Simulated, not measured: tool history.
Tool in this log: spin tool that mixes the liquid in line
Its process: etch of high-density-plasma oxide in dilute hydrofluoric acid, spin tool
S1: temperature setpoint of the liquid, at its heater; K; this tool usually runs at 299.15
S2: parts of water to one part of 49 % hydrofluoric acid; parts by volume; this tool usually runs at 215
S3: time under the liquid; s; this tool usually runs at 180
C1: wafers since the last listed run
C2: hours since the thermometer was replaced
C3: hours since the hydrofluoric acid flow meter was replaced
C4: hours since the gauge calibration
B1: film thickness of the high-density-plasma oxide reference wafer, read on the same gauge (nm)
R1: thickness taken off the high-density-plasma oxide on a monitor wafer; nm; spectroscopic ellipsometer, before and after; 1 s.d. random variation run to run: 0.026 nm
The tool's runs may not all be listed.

{"run": 1, "hour": 0.0, "S1": 301.15, "S2": 215, "S3": 180, "C1": 0, "C2": 1384.3, "C3": 678.3, "C4": 237.3, "B1": 69.99, "R1": 6.61}
{"run": 2, "hour": 20.0, "S1": 301.15, "S2": 215, "S3": 180, "C1": 193, "C2": 1404.3, "C3": 698.3, "C4": 257.3, "B1": 69.99, "R1": 6.59}
{"run": 3, "hour": 49.5, "S1": 301.15, "S2": 215, "S3": 180, "C1": 285, "C2": 1433.8, "C3": 727.8, "C4": 286.8, "B1": 69.97, "R1": 6.58}
{"run": 4, "hour": 141.0, "S1": 299.15, "S2": 215, "S3": 150, "C1": 884, "C2": 1525.3, "C3": 819.3, "C4": 378.3, "B1": 69.99, "R1": 5.11}
{"run": 5, "hour": 171.1, "S1": 299.15, "S2": 215, "S3": 150, "C1": 290, "C2": 1555.4, "C3": 849.4, "C4": 408.4, "B1": 70.04, "R1": 5.07}
{"run": 6, "hour": 187.9, "S1": 299.15, "S2": 215, "S3": 150, "C1": 162, "C2": 1572.2, "C3": 866.2, "C4": 425.2, "B1": 70.02, "R1": 5.09}
{"run": 7, "hour": 208.4, "S1": 299.15, "S2": 215, "S3": 180, "C1": 198, "C2": 1592.7, "C3": 886.7, "C4": 445.7, "B1": 70.01, "R1": 6.1}
{"hour": 234.1, "done": "gauge calibrated"}
{"run": 8, "hour": 234.7, "S1": 299.15, "S2": 145, "S3": 180, "C1": 254, "C2": 1619, "C3": 913, "C4": 0.6, "B1": 70.01, "R1": 9.89}
{"run": 9, "hour": 264.8, "S1": 296.65, "S2": 215, "S3": 250, "C1": 290, "C2": 1649.1, "C3": 943.1, "C4": 30.7, "B1": 69.99, "R1": 7.71}
{"run": 10, "hour": 289.8, "S1": 299.15, "S2": 145, "S3": 180, "C1": 241, "C2": 1674.1, "C3": 968.1, "C4": 55.7, "B1": 69.97, "R1": 9.92}
{"hour": 292.6, "done": "hydrofluoric acid flow meter replaced"}
{"run": 11, "hour": 311.4, "S1": 296.65, "S2": 260, "S3": 180, "C1": 199, "C2": 1695.7, "C3": 18.8, "C4": 77.3, "B1": 69.98, "R1": 4.7}
{"run": 12, "hour": 343.6, "S1": 299.15, "S2": 215, "S3": 180, "C1": 311, "C2": 1727.9, "C3": 51, "C4": 109.5, "B1": 69.99, "R1": 6.49}
{"hour": 349.5, "done": "thermometer replaced"}
{"run": 13, "hour": 364.3, "S1": 302.65, "S2": 295, "S3": 180, "C1": 190, "C2": 14.8, "C3": 71.7, "C4": 130.2, "B1": 70.01, "R1": 4.48}
{"run": 14, "hour": 386.7, "S1": 299.15, "S2": 215, "S3": 150, "C1": 216, "C2": 37.2, "C3": 94.1, "C4": 152.6, "B1": 69.99, "R1": 4.97}
{"run": 15, "hour": 403.0, "S1": 299.15, "S2": 215, "S3": 95, "C1": 157, "C2": 53.5, "C3": 110.4, "C4": 168.9, "B1": 70, "R1": 3.15}
{"run": 16, "hour": 434.7, "S1": 299.15, "S2": 215, "S3": 180, "C1": 306, "C2": 85.2, "C3": 142.1, "C4": 200.6, "B1": 70.01, "R1": 5.97}
{"run": 17, "hour": 461.3, "S1": 295.15, "S2": 320, "S3": 270, "C1": 257, "C2": 111.8, "C3": 168.7, "C4": 227.2, "B1": 69.97, "R1": 4.7}
{"run": 18, "hour": 479.2, "S1": 302.65, "S2": 215, "S3": 180, "C1": 172, "C2": 129.7, "C3": 186.6, "C4": 245.1, "B1": 70, "R1": 6.7}
{"run": 19, "hour": 506.6, "S1": 295.15, "S2": 275, "S3": 235, "C1": 264, "C2": 157.1, "C3": 214, "C4": 272.5, "B1": 70.01, "R1": 4.94}

Run-by-run hidden state of the tool:
gauge reads high (%): 0 across all the runs
H1: liquid hotter than its thermometer reads (K)
H2: hydrofluoric acid flow below the setpoint (%)
run=1 H1=2.21 H2=3.87
run=2 H1=2.23 H2=3.98
run=3 H1=2.27 H2=4.14
run=4 H1=2.38 H2=4.65
run=5 H1=2.42 H2=4.81
run=6 H1=2.44 H2=4.9
run=7 H1=2.46 H2=5.02
run=8 H1=2.5 H2=5.16
run=9 H1=2.53 H2=5.33
run=10 H1=2.56 H2=5.46
run=11 H1=2.59 H2=0.448
run=12 H1=2.63 H2=0.625
run=13 H1=0.284 H2=0.738
run=14 H1=0.312 H2=0.861
run=15 H1=0.332 H2=0.951
run=16 H1=0.371 H2=1.12
run=17 H1=0.403 H2=1.27
run=18 H1=0.425 H2=1.37
run=19 H1=0.459 H2=1.52

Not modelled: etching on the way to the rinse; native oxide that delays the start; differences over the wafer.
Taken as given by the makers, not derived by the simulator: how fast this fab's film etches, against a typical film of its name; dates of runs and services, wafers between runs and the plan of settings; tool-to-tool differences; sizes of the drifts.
